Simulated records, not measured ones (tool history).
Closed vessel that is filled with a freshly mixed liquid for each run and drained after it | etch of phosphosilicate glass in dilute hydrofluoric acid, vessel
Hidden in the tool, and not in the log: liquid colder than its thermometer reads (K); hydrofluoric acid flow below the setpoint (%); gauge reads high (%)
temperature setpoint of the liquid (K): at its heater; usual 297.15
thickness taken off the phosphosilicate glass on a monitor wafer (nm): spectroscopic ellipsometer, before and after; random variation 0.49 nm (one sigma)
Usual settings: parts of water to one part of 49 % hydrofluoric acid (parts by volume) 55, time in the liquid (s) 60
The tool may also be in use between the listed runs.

run   hour  temperature setpoint of the liquid (K)  parts of water to one part of 49 % hydrofluoric acid (parts by volume)  time in the liquid (s)  wafers since the last listed run  hours since the thermometer was replaced  hours since the hydrofluoric acid flow meter was replaced  hours since the gauge calibration  read-back film thickness of the phosphosilicate glass reference wafer, read on the same gauge (nm)  thickness taken off the phosphosilicate glass on a monitor wafer (nm)
  1      0                                  297.15                                                                      55                      60                                 0                                    1321.3                                                     1021.1                              333.6                                                                                              139.97                                                                 132.22
  2   54.4                                  297.15                                                                      55                      60                              6524                                    1375.7                                                     1075.5                                388                                                                                              139.99                                                                 132.48
  3   80.5                                  297.15                                                                      55                      60                              3130                                    1401.8                                                     1101.6                              414.1                                                                                                 140                                                                 132.49
  4  120.3                                  295.15                                                                      55                      60                              4773                                    1441.6                                                     1141.4                              453.9                                                                                                 140                                                                 121.18
  5  189.3                                  297.15                                                                      55                      85                              8274                                    1510.6                                                     1210.4                              522.9                                                                                                 140                                                                 184.29
  6  241.4                                  297.15                                                                      55                      85                              6248                                    1562.7                                                     1262.5                                575                                                                                              140.02                                                                 183.63
  7  289.8                                  297.15                                                                      55                      85                              5804                                    1611.1                                                     1310.9                              623.4                                                                                              139.99                                                                 184.31
     316.6  -- hydrofluoric acid flow meter replaced
     331.7  -- thermometer replaced
  8  332.2                                  301.65                                                                      80                      80                              4845                                       0.5                                                       15.6                              665.8                                                                                              140.04                                                                 154.35
  9  392.4                                  300.65                                                                      85                      75                              7219                                      60.7                                                       75.8                                726                                                                                              139.99                                                                 129.67
     410.4  -- gauge calibrated
 10  446.7                                  298.65                                                                      35                      60                              6512                                       115                                                      130.1                               36.3                                                                                                 140                                                                 248.32
 11    486                                  294.15                                                                      55                      60                              4713                                     154.3                                                      169.4                               75.6                                                                                              139.99                                                                 127.03
 12  520.7                                  297.15                                                                      55                      60                              4161                                       189                                                      204.1                              110.3                                                                                              140.01                                                                 143.01
 13  576.7                                  297.15                                                                      30                      60                              6715                                       245                                                      260.1                              166.3                                                                                              139.98                                                                 271.62
 14  632.3                                  297.15                                                                      55                      60                              6667                                     300.6                                                      315.7                              221.9                                                                                                 140                                                                 142.48
 15  669.5                                  295.15                                                                      55                      30                              4461                                     337.8                                                      352.9                              259.1                                                                                              140.02                                                                  65.13

Forecast each of these 3 alternatives for the next run:
  A  670.2                                  297.15                                                                      75                      60                                83                                     338.5                                                      353.6                              259.8                                                                                                   ?                                                                      ?
  B  670.2                                  297.15                                                                      35                      60                                83                                     338.5                                                      353.6                              259.8                                                                                                   ?                                                                      ?
  C  670.2                                  297.15                                                                      80                      60                                83                                     338.5                                                      353.6                              259.8                                                                                                   ?                                                                      ?

run  read-back film thickness of the phosphosilicate glass reference wafer, read on the same gauge (nm)  thickness taken off the phosphosilicate glass on a monitor wafer (nm)
  A                                                                                              140.01                                                                 101.26
  B                                                                                              140.01                                                                  228.7
  C                                                                                              140.01                                                                  94.33
Without the tool's hidden state the same runs would have given:
run  thickness taken off the phosphosilicate glass on a monitor wafer (nm)
  A                                                                 105.72
  B                                                                 238.79
  C                                                                  98.49
